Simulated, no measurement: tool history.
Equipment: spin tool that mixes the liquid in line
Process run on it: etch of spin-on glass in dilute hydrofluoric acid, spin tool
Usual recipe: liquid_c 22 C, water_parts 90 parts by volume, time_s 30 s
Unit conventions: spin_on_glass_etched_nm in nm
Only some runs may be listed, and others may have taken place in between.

run	hour	liquid_c	water_parts	time_s	wafers since the last listed run	hours since the thermometer was replaced	hours since the hydrofluoric acid flow meter was replaced	hours since the gauge calibration	read-back film thickness of the spin-on glass reference wafer, read on the same gauge (nm)	spin_on_glass_etched_nm
1	0	22	90	30	0	260.8	522.3	1918.9	129.99	10.51
2	83.9	22	90	30	1421	344.7	606.2	2002.8	129.93	10.59
3	178.2	22	90	30	1597	439	700.5	2097.1	129.93	10.64
4	219	22	125	30	691	479.8	741.3	2137.9	129.98	7.38
5	270	22	90	30	863	530.8	792.3	2188.9	130.01	10.55
6	339.9	22	90	30	1184	600.7	862.2	2258.8	129.97	10.59
7	394.1	22	90	30	918	654.9	916.4	2313	130	10.67
8	484.6	22	90	30	1533	745.4	1006.9	2403.5	130.02	10.8
9	530.7	22	90	30	780	791.5	1053	2449.6	129.99	10.7
10	596.6	22	90	30	1116	857.4	1118.9	2515.5	130	10.73
# hour 680.3: hydrofluoric acid flow meter replaced
11	681.6	22	90	30	1422	942.4	1.3	2600.5	129.99	10.33
12	734.7	22	90	30	899	995.5	54.4	2653.6	129.98	10.39
13	815	18.5	75	15	1360	1075.8	134.7	2733.9	130.02	5.51
14	1131.7	18.5	50	50	5365	1392.5	451.4	3050.6	129.96	28.47
15	1176.7	26	60	30	762	1437.5	496.4	3095.6	129.97	19.45
16	1213	22	130	30	614	1473.8	532.7	3131.9	130.02	6.93
17	1304.6	17.5	90	25	1551	1565.4	624.3	3223.5	130.01	7.29
18	1378.5	22	90	30	1251	1639.3	698.2	3297.4	130.03	10.69
19	1481.3	22	65	30	1741	1742.1	801	3400.2	129.99	15.18
20	1553.6	22	90	45	1224	1814.4	873.3	3472.5	129.96	16
21	1589.7	22	90	15	611	1850.5	909.4	3508.6	129.98	5.31
22	1650.3	23.5	90	30	1026	1911.1	970	3569.2	130.06	11.36
23	1750.1	22	90	20	1690	2010.9	1069.8	3669	129.99	7.16
# hour 1942.4: gauge calibrated
24	1957.8	22	90	30	3518	2218.6	1277.5	15.4	130	10.85
25	2048.3	22	90	30	1533	2309.1	1368	105.9	130	10.87
# hour 2066.7: hydrofluoric acid flow meter replaced
26	2145.7	22	90	30	1633	2406.5	79	203.3	129.98	10.39
27	2215.2	22	90	30	1177	2476	148.5	272.8	130.04	10.4
# hour 2227.2: thermometer replaced
28	2392.5	26	45	25	2986	165.3	325.8	450.1	129.99	21.8
29	2492.2	17	60	50	1688	265	425.5	549.8	130.01	22.03
30	2531.4	17.5	45	15	664	304.2	464.7	589	129.98	9.17
31	2829.5	22	90	30	5049	602.3	762.8	887.1	130	10.57
32	2870	22	110	30	686	642.8	803.3	927.6	129.97	8.46
33	2973.9	25.5	90	45	1760	746.7	907.2	1031.5	129.98	18.4
34	3013	22	90	30	662	785.8	946.3	1070.6	129.96	10.69

4 ways to go on from here, each from the tool as it stands after run 34. What would each give?
A	3013.4	22	90	30	6	786.2	946.7	1071	?	?
B	3013.4	24	80	45	6	786.2	946.7	1071	?	?
C	3013.4	19	80	30	6	786.2	946.7	1071	?	?
D	3013.4	22	75	30	6	786.2	946.7	1071	?	?

run	read-back film thickness of the spin-on glass reference wafer, read on the same gauge (nm)	spin_on_glass_etched_nm
A	130.02	10.65
B	130.02	19.73
C	130.02	10.71
D	130.02	13.01
Without the tool's hidden state the same runs would have given:
run	spin_on_glass_etched_nm
A	10.29
B	19.06
C	10.35
D	12.58
